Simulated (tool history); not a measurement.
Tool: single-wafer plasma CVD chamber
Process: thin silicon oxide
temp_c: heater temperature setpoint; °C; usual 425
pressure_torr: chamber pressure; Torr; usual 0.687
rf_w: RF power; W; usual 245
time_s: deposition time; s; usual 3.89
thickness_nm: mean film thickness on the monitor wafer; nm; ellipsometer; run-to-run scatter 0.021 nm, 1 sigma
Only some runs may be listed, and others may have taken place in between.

run     day  temp_c  pressure_torr  rf_w  time_s  read-back reference wafer on the same gauge, thickness_nm  thickness_nm
  1       0     425          0.687   245    3.89                                                      5.696         5.768
  2   2.675     425          0.687   245    3.89                                                      5.707         5.757
  3   5.654     425          0.687   245    3.89                                                        5.7         5.762
  4   7.596     425          0.823   245    3.89                                                      5.696         6.352
  5   8.604     425          0.823   245    3.89                                                      5.691         6.375
  6    10.9     425          0.687   245    3.89                                                      5.715         5.788
  7  12.412     425          0.687   245    3.89                                                      5.695         5.764
  8  13.583     425          0.687   245    3.89                                                      5.694         5.747
     18.675  -- thermocouple changed; heater temperature recalibrated
  9  19.908     425          0.687   245    3.89                                                      5.711         5.717
     22.771  -- capacitance manometer re-zeroed and calibrated
 10    25.7     425          0.687   245    3.89                                                      5.711         5.502
     25.817  -- gauge calibrated
     26.592  -- RF generator calibrated
 11   27.25     425          0.535   285    4.43                                                      5.702          5.98
 12  29.312     416          0.687   215    3.38                                                      5.702         4.717
     30.938  -- showerhead replaced
 13  32.158     425          0.687   245    3.89                                                      5.702         5.713
 14  33.746     425          0.829   245    3.89                                                      5.699         6.329
 15  35.912     425          0.687   245    3.89                                                      5.702         5.719
 16  38.325     431          0.687   245    3.29                                                        5.7         4.823
 17  40.167     417          0.834   215    3.59                                                      5.701         5.616

What does the tool deliver on the next run?
 18  41.908     425          0.687   245    3.89                                                          ?             ?

{"run 18": {"read-back reference wafer on the same gauge, thickness_nm": 5.7, "thickness_nm": 5.714}}
Take away the tool's hidden state, keep the run-to-run variation as it was, and the same run would have given thickness_nm 5.726 nm.
